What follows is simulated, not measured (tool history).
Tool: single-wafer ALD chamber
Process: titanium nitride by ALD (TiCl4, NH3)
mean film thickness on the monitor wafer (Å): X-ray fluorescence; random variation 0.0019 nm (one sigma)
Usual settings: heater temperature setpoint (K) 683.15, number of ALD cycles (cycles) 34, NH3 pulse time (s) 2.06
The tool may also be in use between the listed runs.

run   hour  heater temperature setpoint (K)  number of ALD cycles (cycles)  NH3 pulse time (s)  read-back reference wafer on the same gauge, thickness_nm  mean film thickness on the monitor wafer (Å)
  1      0                           683.15                             34                2.06                                                      0.848                                          7.53
  2   15.9                           683.15                             34                2.06                                                      0.851                                          7.51
      25.1  -- gauge calibrated
  3   39.8                           683.15                             34                2.06                                                      0.841                                          7.47
  4   64.2                           683.15                             34                2.06                                                      0.841                                          7.43
  5   96.9                           683.15                             34                2.06                                                      0.842                                          7.44
  6  120.7                           683.15                             34                2.06                                                      0.842                                          7.47
  7  145.8                           683.15                             34                2.06                                                      0.842                                          7.46
  8  164.4                           683.15                             34                2.06                                                      0.843                                          7.49
       197  -- thermocouple changed; heater temperature recalibrated
       198  -- showerhead replaced
  9  198.7                           683.15                             34                2.06                                                      0.845                                          7.51
 10  216.4                           683.15                             34                2.06                                                      0.846                                          7.51
 11    243                           683.15                             34                2.06                                                      0.847                                          7.52

Run 12 comes next. What will it give?
     262.2  -- gauge calibrated
 12   268                           674.15                             41                2.06                                                          ?                                             ?

read-back reference wafer on the same gauge, thickness_nm: 0.843
mean film thickness on the monitor wafer (Å): 8.95
Without the tool's hidden state the same run would have given mean film thickness on the monitor wafer (Å) 8.94.
